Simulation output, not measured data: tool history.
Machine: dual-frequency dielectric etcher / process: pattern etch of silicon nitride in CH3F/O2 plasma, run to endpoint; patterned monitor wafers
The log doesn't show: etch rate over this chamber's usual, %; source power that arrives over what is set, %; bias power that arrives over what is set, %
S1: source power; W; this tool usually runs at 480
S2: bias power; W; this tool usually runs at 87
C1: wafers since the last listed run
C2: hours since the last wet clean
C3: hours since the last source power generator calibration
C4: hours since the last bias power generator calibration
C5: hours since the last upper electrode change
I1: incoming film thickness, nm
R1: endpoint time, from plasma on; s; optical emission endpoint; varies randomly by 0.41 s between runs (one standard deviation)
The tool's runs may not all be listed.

{"run": 1, "hour": 0.0, "S1": 480, "S2": 87, "C1": 0, "C2": 551.2, "C3": 4382.0, "C4": 2367.4, "C5": 6286.5, "I1": 61.8, "R1": 64.1}
{"run": 2, "hour": 64.9, "S1": 390, "S2": 87, "C1": 348, "C2": 616.1, "C3": 4446.9, "C4": 2432.3, "C5": 6351.4, "I1": 62.2, "R1": 71.1}
{"hour": 96.2, "done": "wet clean of the chamber"}
{"run": 3, "hour": 96.7, "S1": 550, "S2": 76, "C1": 41, "C2": 0.5, "C3": 4478.7, "C4": 2464.1, "C5": 6383.2, "I1": 61.9, "R1": 61.6}
{"run": 4, "hour": 130.4, "S1": 380, "S2": 87, "C1": 181, "C2": 34.2, "C3": 4512.4, "C4": 2497.8, "C5": 6416.9, "I1": 62.4, "R1": 68.3}
{"run": 5, "hour": 175.6, "S1": 450, "S2": 87, "C1": 242, "C2": 79.4, "C3": 4557.6, "C4": 2543.0, "C5": 6462.1, "I1": 62.1, "R1": 64.2}
{"run": 6, "hour": 214.0, "S1": 570, "S2": 87, "C1": 206, "C2": 117.8, "C3": 4596.0, "C4": 2581.4, "C5": 6500.5, "I1": 61.9, "R1": 57.8}
{"run": 7, "hour": 250.7, "S1": 570, "S2": 87, "C1": 197, "C2": 154.5, "C3": 4632.7, "C4": 2618.1, "C5": 6537.2, "I1": 61.7, "R1": 57.6}
{"run": 8, "hour": 278.7, "S1": 570, "S2": 87, "C1": 150, "C2": 182.5, "C3": 4660.7, "C4": 2646.1, "C5": 6565.2, "I1": 62.2, "R1": 58.7}
{"run": 9, "hour": 303.3, "S1": 480, "S2": 105, "C1": 132, "C2": 207.1, "C3": 4685.3, "C4": 2670.7, "C5": 6589.8, "I1": 62.2, "R1": 58.9}
{"run": 10, "hour": 358.8, "S1": 480, "S2": 87, "C1": 298, "C2": 262.6, "C3": 4740.8, "C4": 2726.2, "C5": 6645.3, "I1": 62.3, "R1": 63.5}
{"hour": 384.3, "done": "source power generator calibrated"}
{"hour": 401.2, "done": "upper electrode replaced"}
{"run": 11, "hour": 508.8, "S1": 480, "S2": 87, "C1": 693, "C2": 412.6, "C3": 124.5, "C4": 2876.2, "C5": 107.6, "I1": 61.9, "R1": 63.3}
{"run": 12, "hour": 533.4, "S1": 480, "S2": 87, "C1": 132, "C2": 437.2, "C3": 149.1, "C4": 2900.8, "C5": 132.2, "I1": 62.5, "R1": 63.7}
{"run": 13, "hour": 590.3, "S1": 480, "S2": 87, "C1": 305, "C2": 494.1, "C3": 206.0, "C4": 2957.7, "C5": 189.1, "I1": 62.3, "R1": 64.8}
{"run": 14, "hour": 653.4, "S1": 480, "S2": 87, "C1": 339, "C2": 557.2, "C3": 269.1, "C4": 3020.8, "C5": 252.2, "I1": 62.0, "R1": 65.4}
{"hour": 717.2, "done": "wet clean of the chamber"}
{"run": 15, "hour": 725.1, "S1": 480, "S2": 87, "C1": 256, "C2": 7.9, "C3": 340.8, "C4": 3092.5, "C5": 323.9, "I1": 61.8, "R1": 61.1}
{"run": 16, "hour": 756.0, "S1": 580, "S2": 100, "C1": 166, "C2": 38.8, "C3": 371.7, "C4": 3123.4, "C5": 354.8, "I1": 61.4, "R1": 53.9}
{"run": 17, "hour": 781.4, "S1": 600, "S2": 65, "C1": 136, "C2": 64.2, "C3": 397.1, "C4": 3148.8, "C5": 380.2, "I1": 62.6, "R1": 63.6}
{"run": 18, "hour": 814.8, "S1": 480, "S2": 87, "C1": 179, "C2": 97.6, "C3": 430.5, "C4": 3182.2, "C5": 413.6, "I1": 61.9, "R1": 61.4}
{"run": 19, "hour": 872.7, "S1": 480, "S2": 65, "C1": 311, "C2": 155.5, "C3": 488.4, "C4": 3240.1, "C5": 471.5, "I1": 62.4, "R1": 70.3}
{"run": 20, "hour": 935.8, "S1": 600, "S2": 70, "C1": 339, "C2": 218.6, "C3": 551.5, "C4": 3303.2, "C5": 534.6, "I1": 62.0, "R1": 61.7}
{"run": 21, "hour": 961.6, "S1": 480, "S2": 87, "C1": 138, "C2": 244.4, "C3": 577.3, "C4": 3329.0, "C5": 560.4, "I1": 61.7, "R1": 62.8}
{"run": 22, "hour": 998.8, "S1": 600, "S2": 95, "C1": 199, "C2": 281.6, "C3": 614.5, "C4": 3366.2, "C5": 597.6, "I1": 62.3, "R1": 56.4}
{"run": 23, "hour": 1048.4, "S1": 520, "S2": 72, "C1": 266, "C2": 331.2, "C3": 664.1, "C4": 3415.8, "C5": 647.2, "I1": 61.8, "R1": 65.6}
{"hour": 1088.3, "done": "bias power generator calibrated"}
{"run": 24, "hour": 1095.9, "S1": 510, "S2": 87, "C1": 233, "C2": 378.7, "C3": 711.6, "C4": 7.6, "C5": 694.7, "I1": 61.9, "R1": 62.6}
{"run": 25, "hour": 1156.9, "S1": 480, "S2": 87, "C1": 327, "C2": 439.7, "C3": 772.6, "C4": 68.6, "C5": 755.7, "I1": 62.0, "R1": 64.0}
{"run": 26, "hour": 1189.2, "S1": 480, "S2": 74, "C1": 173, "C2": 472.0, "C3": 804.9, "C4": 100.9, "C5": 788.0, "I1": 61.7, "R1": 68.4}
{"run": 27, "hour": 1230.5, "S1": 410, "S2": 107, "C1": 222, "C2": 513.3, "C3": 846.2, "C4": 142.2, "C5": 829.3, "I1": 62.1, "R1": 63.7}
{"run": 28, "hour": 1288.9, "S1": 480, "S2": 87, "C1": 313, "C2": 571.7, "C3": 904.6, "C4": 200.6, "C5": 887.7, "I1": 62.2, "R1": 65.2}
{"hour": 1340.0, "done": "wet clean of the chamber"}
{"run": 29, "hour": 1340.9, "S1": 390, "S2": 102, "C1": 150, "C2": 0.9, "C3": 956.6, "C4": 252.6, "C5": 939.7, "I1": 62.4, "R1": 63.3}
{"run": 30, "hour": 1379.9, "S1": 480, "S2": 67, "C1": 209, "C2": 39.9, "C3": 995.6, "C4": 291.6, "C5": 978.7, "I1": 61.5, "R1": 67.9}
{"run": 31, "hour": 1445.1, "S1": 400, "S2": 78, "C1": 350, "C2": 105.1, "C3": 1060.8, "C4": 356.8, "C5": 1043.9, "I1": 62.3, "R1": 70.3}
{"run": 32, "hour": 1480.7, "S1": 540, "S2": 97, "C1": 191, "C2": 140.7, "C3": 1096.4, "C4": 392.4, "C5": 1079.5, "I1": 62.2, "R1": 57.4}

Forecast run 33:
{"run": 33, "hour": 1620.6, "S1": 480, "S2": 87, "C1": 752, "C2": 280.6, "C3": 1236.3, "C4": 532.3, "C5": 1219.4, "I1": 61.7, "R1": "?"}

R1: 63.4 s
Minus the tool's unlogged condition, the same run would have read R1 61.7 s.

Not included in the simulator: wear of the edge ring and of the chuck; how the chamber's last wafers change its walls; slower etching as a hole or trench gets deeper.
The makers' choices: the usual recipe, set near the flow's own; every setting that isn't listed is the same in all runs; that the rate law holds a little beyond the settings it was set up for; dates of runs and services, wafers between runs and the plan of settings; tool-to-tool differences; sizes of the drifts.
